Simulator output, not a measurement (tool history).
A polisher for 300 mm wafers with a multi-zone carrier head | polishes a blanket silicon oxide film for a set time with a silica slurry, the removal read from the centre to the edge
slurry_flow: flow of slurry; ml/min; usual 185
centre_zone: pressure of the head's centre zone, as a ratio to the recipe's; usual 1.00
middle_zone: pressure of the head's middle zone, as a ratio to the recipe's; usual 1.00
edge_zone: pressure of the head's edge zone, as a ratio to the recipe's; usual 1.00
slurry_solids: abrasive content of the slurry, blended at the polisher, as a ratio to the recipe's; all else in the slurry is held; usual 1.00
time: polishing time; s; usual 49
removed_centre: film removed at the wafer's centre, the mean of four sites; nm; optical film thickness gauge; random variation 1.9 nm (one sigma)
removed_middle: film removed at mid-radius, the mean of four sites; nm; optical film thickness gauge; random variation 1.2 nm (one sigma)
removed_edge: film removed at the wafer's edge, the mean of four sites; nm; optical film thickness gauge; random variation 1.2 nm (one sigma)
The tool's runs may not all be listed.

| run | hour | slurry_flow | centre_zone | middle_zone | edge_zone | slurry_solids | time | incoming thickness of the incoming film, nm | removed_centre | removed_middle | removed_edge |
|---|---|---|---|---|---|---|---|---|---|---|---|
| 1 | 0.0 | 220 | 1.00 | 1.00 | 1.00 | 1.00 | 49 | 1594.2 | 138.9 | 139.7 | 138.9 |
| 2 | 70.6 | 220 | 1.00 | 1.00 | 1.00 | 1.00 | 49 | 1599.3 | 138.2 | 140.0 | 139.2 |
|  | 95.0 | worn pad replaced by a new one |
| 3 | 136.4 | 185 | 1.00 | 1.00 | 1.00 | 1.00 | 49 | 1598.2 | 133.4 | 134.0 | 137.4 |
| 4 | 190.5 | 185 | 1.00 | 1.00 | 1.00 | 1.00 | 49 | 1589.6 | 130.0 | 135.4 | 135.4 |
| 5 | 217.7 | 185 | 1.00 | 1.00 | 1.00 | 1.00 | 49 | 1600.6 | 131.4 | 134.2 | 135.7 |
|  | 281.6 | centre zone pressure recalibrated |
|  | 344.2 | worn pad replaced by a new one |
| 6 | 407.6 | 185 | 1.00 | 1.00 | 1.00 | 1.00 | 49 | 1604.2 | 127.3 | 130.7 | 133.1 |
|  | 441.0 | edge zone pressure recalibrated |
| 7 | 448.9 | 185 | 1.00 | 1.00 | 1.00 | 1.00 | 49 | 1623.7 | 126.8 | 127.5 | 132.9 |
| 8 | 486.2 | 185 | 0.96 | 1.00 | 1.00 | 1.00 | 49 | 1613.8 | 118.2 | 127.4 | 132.2 |
| 9 | 519.8 | 185 | 1.00 | 1.00 | 1.00 | 1.00 | 49 | 1602.1 | 123.3 | 127.0 | 130.6 |
|  | 544.4 | slurry nozzle cleaned |
| 10 | 575.7 | 185 | 1.00 | 1.00 | 1.00 | 1.00 | 49 | 1593.2 | 133.2 | 135.6 | 136.5 |
|  | 619.6 | worn pad replaced by a new one |
| 11 | 629.5 | 185 | 1.00 | 1.00 | 1.04 | 1.00 | 57 | 1606.0 | 151.9 | 158.6 | 161.8 |
| 12 | 654.6 | 185 | 1.00 | 1.05 | 1.00 | 1.00 | 49 | 1584.6 | 134.7 | 139.9 | 137.2 |
|  | 673.5 | carrier head's membrane replaced by a new one |
| 13 | 692.8 | 185 | 1.00 | 1.00 | 1.00 | 1.00 | 49 | 1625.1 | 134.4 | 133.6 | 136.1 |
|  | 751.2 | centre zone pressure recalibrated |
|  | 857.4 | worn pad replaced by a new one |
| 14 | 858.7 | 145 | 0.95 | 1.00 | 1.00 | 1.00 | 49 | 1629.4 | 120.4 | 128.3 | 132.1 |
| 15 | 883.9 | 185 | 1.05 | 0.88 | 1.00 | 0.80 | 49 | 1610.1 | 125.1 | 109.4 | 121.8 |
| 16 | 919.8 | 125 | 1.00 | 1.05 | 1.11 | 1.00 | 54 | 1595.8 | 136.2 | 142.2 | 149.7 |
| 17 | 962.5 | 185 | 0.90 | 1.00 | 1.00 | 1.00 | 49 | 1573.2 | 117.2 | 131.4 | 133.7 |
| 18 | 1012.7 | 135 | 1.00 | 1.00 | 0.91 | 1.00 | 57 | 1581.1 | 141.8 | 143.5 | 144.6 |
| 19 | 1055.9 | 185 | 1.00 | 1.00 | 1.00 | 1.00 | 49 | 1584.9 | 129.6 | 130.1 | 133.5 |
|  | 1099.0 | worn pad replaced by a new one |
| 20 | 1102.0 | 185 | 1.00 | 1.00 | 1.00 | 1.00 | 49 | 1589.0 | 127.6 | 129.2 | 131.4 |

Hidden state or all else? Some run-to-run changes of removed_centre, split into what the settings, what came in and random variation would give without the hidden state, and what is left for the hidden state (with any gauge scatter that isn't in both results):
The hidden state here: removal rate lost through wear of the pad, %; slurry flow missing at the pad, %; deviation of the centre zone's pressure from its setpoint, %; deviation of the edge zone's pressure from its setpoint, %.
Run 9 -> 10: slurry nozzle cleaned. removed_centre +9.9 nm: hidden state +9.5, all else +0.4.
Run 16 -> 17: slurry_flow 125 -> 185, centre_zone 1.00 -> 0.90, middle_zone 1.05 -> 1.00, edge_zone 1.11 -> 1.00, time 54 -> 49. removed_centre -19.0 nm: hidden state +1.5, all else -20.5.
Run 17 -> 18: slurry_flow 185 -> 135, centre_zone 0.90 -> 1.00, edge_zone 1.00 -> 0.91, time 49 -> 57. removed_centre +24.6 nm: hidden state -4.2, all else +28.8.

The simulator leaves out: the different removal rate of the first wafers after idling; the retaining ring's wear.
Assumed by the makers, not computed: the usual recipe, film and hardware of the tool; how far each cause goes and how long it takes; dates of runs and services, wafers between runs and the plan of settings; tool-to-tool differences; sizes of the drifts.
